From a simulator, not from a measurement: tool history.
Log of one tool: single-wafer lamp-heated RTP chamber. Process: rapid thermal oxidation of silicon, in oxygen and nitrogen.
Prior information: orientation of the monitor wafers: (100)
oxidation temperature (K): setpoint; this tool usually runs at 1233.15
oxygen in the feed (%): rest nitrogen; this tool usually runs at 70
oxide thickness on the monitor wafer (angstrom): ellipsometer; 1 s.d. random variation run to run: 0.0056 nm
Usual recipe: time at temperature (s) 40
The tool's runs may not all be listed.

| run | hour | oxidation temperature (K) | time at temperature (s) | oxygen in the feed (%) | read-back reference wafer on the same gauge, thickness | oxide thickness on the monitor wafer (angstrom) |
|---|---|---|---|---|---|---|
| 1 | 0 | 1233.15 | 40 | 89 | 3.97 | 40.71 |
| 2 | 19.3 | 1233.15 | 40 | 70 | 3.973 | 38.02 |
| 3 | 33 | 1233.15 | 40 | 70 | 3.971 | 38.12 |
| 4 | 51.9 | 1233.15 | 40 | 70 | 3.969 | 38.1 |
| 5 | 76.1 | 1233.15 | 40 | 70 | 3.971 | 38.17 |
| 6 | 90 | 1226.15 | 40 | 54 | 3.972 | 34.25 |
| 7 | 123.2 | 1226.15 | 40 | 54 | 3.971 | 34.22 |
| 8 | 142.8 | 1233.15 | 40 | 70 | 3.969 | 38.17 |
| 9 | 163.9 | 1233.15 | 40 | 70 | 3.97 | 38.17 |
| 10 | 189.2 | 1233.15 | 40 | 70 | 3.97 | 38.23 |
| 11 | 214.2 | 1233.15 | 40 | 70 | 3.972 | 38.26 |
| 12 | 240.3 | 1233.15 | 40 | 70 | 3.969 | 38.26 |
| 13 | 273.5 | 1239.15 | 40 | 53 | 3.972 | 36.89 |
| 14 | 295.8 | 1239.15 | 40 | 53 | 3.97 | 36.94 |
|  | 329.7 | oxygen flow controller replaced |
|  | 336.4 | pyrometer window cleaned and pyrometer calibrated |
| 15 | 336.9 | 1255.15 | 49 | 70 | 3.97 | 46.96 |
| 16 | 359.4 | 1255.15 | 49 | 70 | 3.971 | 46.86 |
| 17 | 385.2 | 1255.15 | 49 | 70 | 3.97 | 46.94 |
| 18 | 417.6 | 1233.15 | 40 | 70 | 3.97 | 37.59 |
| 19 | 437 | 1233.15 | 40 | 84 | 3.97 | 39.64 |
| 20 | 460 | 1255.15 | 49 | 70 | 3.972 | 47 |
| 21 | 536.5 | 1222.15 | 24 | 70 | 3.97 | 30.34 |
| 22 | 557.5 | 1221.15 | 32 | 70 | 3.97 | 32.81 |
| 23 | 585.3 | 1233.15 | 40 | 70 | 3.971 | 37.83 |
| 24 | 607.1 | 1210.15 | 49 | 80 | 3.968 | 36.5 |
| 25 | 638.7 | 1221.15 | 59 | 97 | 3.971 | 44.58 |
| 26 | 666.9 | 1233.15 | 40 | 70 | 3.971 | 37.75 |

For run 27, what comes out?
|  | 688.1 | gauge calibrated |
| 27 | 692.2 | 1224.15 | 27 | 78 | ? | ? |

{"run 27": {"read-back reference wafer on the same gauge, thickness": 3.972, "oxide thickness on the monitor wafer (angstrom)": 32.4}}
If the tool had no hidden condition, the same run with the same run-to-run variation would have returned oxide thickness on the monitor wafer (angstrom) 32.1.
